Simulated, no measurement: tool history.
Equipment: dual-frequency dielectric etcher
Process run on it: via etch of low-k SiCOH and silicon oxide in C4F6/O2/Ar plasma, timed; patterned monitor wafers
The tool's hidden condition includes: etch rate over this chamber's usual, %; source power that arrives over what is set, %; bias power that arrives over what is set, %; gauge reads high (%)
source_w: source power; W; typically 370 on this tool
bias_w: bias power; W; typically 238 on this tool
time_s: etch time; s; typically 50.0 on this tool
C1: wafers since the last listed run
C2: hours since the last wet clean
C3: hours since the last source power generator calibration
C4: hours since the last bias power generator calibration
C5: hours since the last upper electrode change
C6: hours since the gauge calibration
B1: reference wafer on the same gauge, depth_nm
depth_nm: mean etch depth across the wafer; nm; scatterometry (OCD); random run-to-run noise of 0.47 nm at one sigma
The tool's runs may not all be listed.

Run 1, hour 0.0: usual settings; C1 0; C2 309.7; C3 3491.0; C4 3784.6; C5 3636.6; C6 112.9; B1 108.0. Result: depth_nm 122.8 nm.
Run 2, hour 14.5: usual settings but time_s 53.0 s; C1 187; C2 324.2; C3 3505.5; C4 3799.1; C5 3651.1; C6 127.4; B1 107.9. Result: depth_nm 130.2 nm.
Run 3, hour 32.4: usual settings but time_s 53.0 s; C1 231; C2 342.1; C3 3523.4; C4 3817.0; C5 3669.0; C6 145.3; B1 108.0. Result: depth_nm 130.1 nm.
Run 4, hour 48.8: usual settings but time_s 53.0 s; C1 212; C2 358.5; C3 3539.8; C4 3833.4; C5 3685.4; C6 161.7; B1 108.0. Result: depth_nm 130.2 nm.
Run 5, hour 59.9: usual settings but bias_w 218 W; C1 143; C2 369.6; C3 3550.9; C4 3844.5; C5 3696.5; C6 172.8; B1 107.9. Result: depth_nm 120.4 nm.
Run 6, hour 71.6: usual settings but bias_w 218 W; C1 151; C2 381.3; C3 3562.6; C4 3856.2; C5 3708.2; C6 184.5; B1 108.0. Result: depth_nm 120.4 nm.
Run 7, hour 81.0: usual settings but bias_w 218 W; C1 121; C2 390.7; C3 3572.0; C4 3865.6; C5 3717.6; C6 193.9; B1 108.0. Result: depth_nm 120.2 nm.
Run 8, hour 91.1: usual settings; C1 130; C2 400.8; C3 3582.1; C4 3875.7; C5 3727.7; C6 204.0; B1 108.0. Result: depth_nm 122.7 nm.
Run 9, hour 102.5: usual settings; C1 147; C2 412.2; C3 3593.5; C4 3887.1; C5 3739.1; C6 215.4; B1 108.0. Result: depth_nm 122.5 nm.
Run 10, hour 119.9: usual settings; C1 225; C2 429.6; C3 3610.9; C4 3904.5; C5 3756.5; C6 232.8; B1 107.9. Result: depth_nm 122.8 nm.
Run 11, hour 126.5: usual settings but time_s 59.5 s; C1 85; C2 436.2; C3 3617.5; C4 3911.1; C5 3763.1; C6 239.4; B1 108.0. Result: depth_nm 146.6 nm.
At hour 139.6: gauge calibrated.
At hour 158.0: upper electrode replaced.
Run 12, hour 158.5: usual settings but time_s 59.5 s; C1 103; C2 468.2; C3 3649.5; C4 3943.1; C5 0.5; C6 18.9; B1 108.0. Result: depth_nm 146.6 nm.
Run 13, hour 158.9: usual settings but source_w 300 W, bias_w 179 W, time_s 41.5 s; C1 5; C2 468.6; C3 3649.9; C4 3943.5; C5 0.9; C6 19.3; B1 108.0. Result: depth_nm 92.8 nm.
Run 14, hour 161.0: usual settings but source_w 340 W, bias_w 273 W, time_s 62.0 s; C1 27; C2 470.7; C3 3652.0; C4 3945.6; C5 3.0; C6 21.4; B1 108.0. Result: depth_nm 154.7 nm.
Run 15, hour 177.0: usual settings; C1 206; C2 486.7; C3 3668.0; C4 3961.6; C5 19.0; C6 37.4; B1 107.9. Result: depth_nm 123.4 nm.
At hour 203.0: wet clean of the chamber.
Run 16, hour 203.5: usual settings but source_w 290 W, bias_w 203 W; C1 32; C2 0.5; C3 3694.5; C4 3988.1; C5 45.5; C6 63.9; B1 108.0. Result: depth_nm 113.3 nm.
Run 17, hour 206.3: usual settings but source_w 430 W, bias_w 216 W, time_s 38.0 s; C1 36; C2 3.3; C3 3697.3; C4 3990.9; C5 48.3; C6 66.7; B1 108.0. Result: depth_nm 94.1 nm.
Run 18, hour 216.0: usual settings but source_w 280 W, bias_w 296 W; C1 125; C2 13.0; C3 3707.0; C4 4000.6; C5 58.0; C6 76.4; B1 108.0. Result: depth_nm 122.8 nm.

Run 19 comes next. What will it give?
At hour 226.3: bias power generator calibrated.
Run 19, hour 226.8: usual settings; C1 87; C2 23.8; C3 3717.8; C4 0.5; C5 68.8; C6 87.2; B1 ?. Result: depth_nm ?.

B1: 108.0
depth_nm: 122.7 nm
Were there no unlogged condition in the tool, this run, its random variation unchanged, would have produced depth_nm 122.7 nm.

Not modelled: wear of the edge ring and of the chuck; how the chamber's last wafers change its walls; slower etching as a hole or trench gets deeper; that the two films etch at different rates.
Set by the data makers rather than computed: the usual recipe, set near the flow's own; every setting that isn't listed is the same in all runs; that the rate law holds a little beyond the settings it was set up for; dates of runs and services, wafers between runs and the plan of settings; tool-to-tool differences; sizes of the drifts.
